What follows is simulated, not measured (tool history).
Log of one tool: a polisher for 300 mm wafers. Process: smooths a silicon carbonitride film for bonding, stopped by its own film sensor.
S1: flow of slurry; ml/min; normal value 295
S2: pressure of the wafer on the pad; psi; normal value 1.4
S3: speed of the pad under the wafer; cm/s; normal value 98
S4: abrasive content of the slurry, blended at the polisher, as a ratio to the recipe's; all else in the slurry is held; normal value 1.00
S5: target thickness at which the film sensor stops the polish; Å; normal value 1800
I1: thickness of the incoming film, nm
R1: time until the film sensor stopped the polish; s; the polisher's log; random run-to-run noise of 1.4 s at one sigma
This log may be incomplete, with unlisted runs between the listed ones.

Run 1, hour 0.0: usual settings but S4 1.10; I1 187.2. Result: R1 50.1 s.
Run 2, hour 67.5: usual settings but S4 1.10; I1 189.7. Result: R1 67.7 s.
Run 3, hour 155.9: usual settings but S2 1.8 psi; I1 190.0. Result: R1 59.7 s.
Run 4, hour 193.4: usual settings but S2 1.8 psi; I1 188.3. Result: R1 53.5 s.
Run 5, hour 299.0: usual settings but S2 1.8 psi; I1 190.0. Result: R1 58.3 s.
Run 6, hour 357.9: usual settings; I1 190.3. Result: R1 76.5 s.
Run 7, hour 651.3: usual settings; I1 187.8. Result: R1 61.6 s.
Run 8, hour 750.2: usual settings; I1 190.5. Result: R1 74.3 s.
Run 9, hour 842.7: usual settings but S4 1.20; I1 191.6. Result: R1 84.4 s.
Run 10, hour 893.6: usual settings but S1 245 ml/min, S2 0.9 psi, S3 64 cm/s, S5 1770 Å; I1 188.2. Result: R1 179.6 s.
Run 11, hour 939.9: usual settings but S1 330 ml/min, S2 1.1 psi, S3 70 cm/s; I1 191.3. Result: R1 126.5 s.
Run 12, hour 993.5: usual settings but S2 1.1 psi, S5 1780 Å; I1 187.9. Result: R1 89.2 s.
Run 13, hour 1031.6: usual settings but S2 1.1 psi, S3 106 cm/s, S4 1.20, S5 1790 Å; I1 188.2. Result: R1 74.9 s.
Run 14, hour 1122.2: usual settings but S5 1780 Å; I1 187.4. Result: R1 71.2 s.
Run 15, hour 1197.2: usual settings but S1 195 ml/min, S4 1.25; I1 188.5. Result: R1 65.1 s.
Run 16, hour 1299.7: usual settings; I1 191.6. Result: R1 79.9 s.

Between the runs listed above, the log contained 11 entries, not reproduced here. Where in the sequence does each belong, and how does what the log doesn't record of the tool's condition differ from the listed run before to the listed run after?
Run 4 -> run 5: slurry blender recalibrated (hour 205.0); worn pad replaced by a new one (hour 211.1)
  removal rate lost through wear of the pad, %: 12.5 -> 2.83
  measured result minus the result with no hidden state, R1: +6.7 -> +1.6 s
Run 6 -> run 7: slurry nozzle cleaned (hour 408.9); worn pad replaced by a new one (hour 447.1); slurry blender recalibrated (hour 584.5)
  removal rate lost through wear of the pad, %: 5.28 -> 8.38
  measured result minus the result with no hidden state, R1: +4.1 -> +5.2 s
Run 7 -> run 8: worn pad replaced by a new one (hour 669.6)
  removal rate lost through wear of the pad, %: 8.38 -> 2.33
  measured result minus the result with no hidden state, R1: +5.2 -> +1.7 s
Run 8 -> run 9: head pressure recalibrated (hour 823.0)
  removal rate lost through wear of the pad, %: 2.33 -> 6.5
  measured result minus the result with no hidden state, R1: +1.7 -> +5.5 s
Run 10 -> run 11: worn pad replaced by a new one (hour 934.7); slurry nozzle cleaned (hour 938.8)
  removal rate lost through wear of the pad, %: 10.1 -> 1.15
  measured result minus the result with no hidden state, R1: +18.1 -> +1.5 s
Run 11 -> run 12: slurry blender recalibrated (hour 952.1)
  removal rate lost through wear of the pad, %: 1.15 -> 1.76
  measured result minus the result with no hidden state, R1: +1.5 -> +1.5 s
Run 15 -> run 16: worn pad replaced by a new one (hour 1223.7)
  removal rate lost through wear of the pad, %: 13.4 -> 1.89
  measured result minus the result with no hidden state, R1: +8.7 -> +1.5 s
